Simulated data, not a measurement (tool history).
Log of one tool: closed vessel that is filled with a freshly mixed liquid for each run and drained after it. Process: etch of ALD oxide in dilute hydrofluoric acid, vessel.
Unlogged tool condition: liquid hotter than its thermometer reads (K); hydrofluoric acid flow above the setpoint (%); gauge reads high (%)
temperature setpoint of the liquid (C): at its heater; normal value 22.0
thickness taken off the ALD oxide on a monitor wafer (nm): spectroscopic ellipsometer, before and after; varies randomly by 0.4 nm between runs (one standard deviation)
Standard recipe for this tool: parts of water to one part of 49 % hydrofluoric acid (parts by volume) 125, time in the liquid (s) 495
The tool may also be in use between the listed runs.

run   hour  temperature setpoint of the liquid (C)  parts of water to one part of 49 % hydrofluoric acid (parts by volume)  time in the liquid (s)  wafers since the last listed run  hours since the thermometer was replaced  hours since the hydrofluoric acid flow meter was replaced  hours since the gauge calibration  read-back film thickness of the ALD oxide reference wafer, read on the same gauge (nm)  thickness taken off the ALD oxide on a monitor wafer (nm)
  1    0.0                                    22.0                                                                     170                     605                                 0                                     270.7                                                     1939.5                              201.1                                                                                   30.01                                                      42.20
  2   33.1                                    22.0                                                                     170                     605                              1606                                     303.8                                                     1972.6                              234.2                                                                                   29.97                                                      41.86
  3   53.7                                    22.0                                                                     125                     495                               999                                     324.4                                                     1993.2                              254.8                                                                                   30.02                                                      48.98
  4   85.7                                    22.0                                                                     125                     495                              1553                                     356.4                                                     2025.2                              286.8                                                                                   30.02                                                      48.86
  5  105.0                                    22.0                                                                     125                     495                               936                                     375.7                                                     2044.5                              306.1                                                                                   30.03                                                      47.92
  6  136.2                                    22.0                                                                     125                     495                              1514                                     406.9                                                     2075.7                              337.3                                                                                   30.02                                                      48.51
  7  229.1                                    22.0                                                                     125                     495                              4508                                     499.8                                                     2168.6                              430.2                                                                                   29.97                                                      49.22
  8  243.7                                    22.0                                                                     125                     495                               708                                     514.4                                                     2183.2                              444.8                                                                                   29.99                                                      48.97
  9  262.4                                    22.0                                                                     125                     495                               907                                     533.1                                                     2201.9                              463.5                                                                                   30.03                                                      48.44
 10  285.7                                    23.5                                                                     125                     495                              1130                                     556.4                                                     2225.2                              486.8                                                                                   29.96                                                      51.93
     289.2  -- gauge calibrated
 11  301.5                                    23.5                                                                     125                     495                               766                                     572.2                                                     2241.0                               12.3                                                                                   29.99                                                      50.98
 12  321.4                                    23.5                                                                     125                     495                               965                                     592.1                                                     2260.9                               32.2                                                                                   30.03                                                      52.11
 13  341.5                                    20.0                                                                     125                     495                               975                                     612.2                                                     2281.0                               52.3                                                                                   29.99                                                      44.80
 14  360.7                                    20.0                                                                     125                     495                               931                                     631.4                                                     2300.2                               71.5                                                                                   30.03                                                      44.19
     365.4  -- thermometer replaced
 15  390.8                                    20.0                                                                     125                     495                              1412                                      25.4                                                     2330.3                              101.6                                                                                   30.01                                                      45.26
 16  408.1                                    22.0                                                                     125                     570                               839                                      42.7                                                     2347.6                              118.9                                                                                   30.01                                                      55.98
     415.6  -- hydrofluoric acid flow meter replaced
 17  422.6                                    22.0                                                                     145                     495                               655                                      57.2                                                        7.0                              133.4                                                                                   30.01                                                      41.36
 18  454.2                                    22.0                                                                     125                     655                              1533                                      88.8                                                       38.6                              165.0                                                                                   30.01                                                      64.69
 19  483.5                                    20.0                                                                     100                     765                              1422                                     118.1                                                       67.9                              194.3                                                                                   29.98                                                      88.92
 20  517.5                                    22.0                                                                     125                     495                              1650                                     152.1                                                      101.9                              228.3                                                                                   29.98                                                      48.38
 21  533.3                                    26.0                                                                     105                     495                               766                                     167.9                                                      117.7                              244.1                                                                                   29.97                                                      70.02
 22  562.4                                    19.5                                                                     125                     225                              1412                                     197.0                                                      146.8                              273.2                                                                                   30.01                                                      20.07
 23  583.8                                    26.0                                                                     105                     495                              1038                                     218.4                                                      168.2                              294.6                                                                                   30.03                                                      70.06
 24  601.1                                    22.0                                                                     155                     495                               839                                     235.7                                                      185.5                              311.9                                                                                   29.97                                                      38.03

Predict the results of run 25:
 25  634.0                                    25.0                                                                     125                     605                              1596                                     268.6                                                      218.4                              344.8                                                                                       ?                                                          ?

{"run 25": {"read-back film thickness of the ALD oxide reference wafer, read on the same gauge (nm)": 29.99, "thickness taken off the ALD oxide on a monitor wafer (nm)": 67.58}}
Were there no unlogged condition in the tool, this run, its random variation unchanged, would have produced thickness taken off the ALD oxide on a monitor wafer (nm) 67.58.
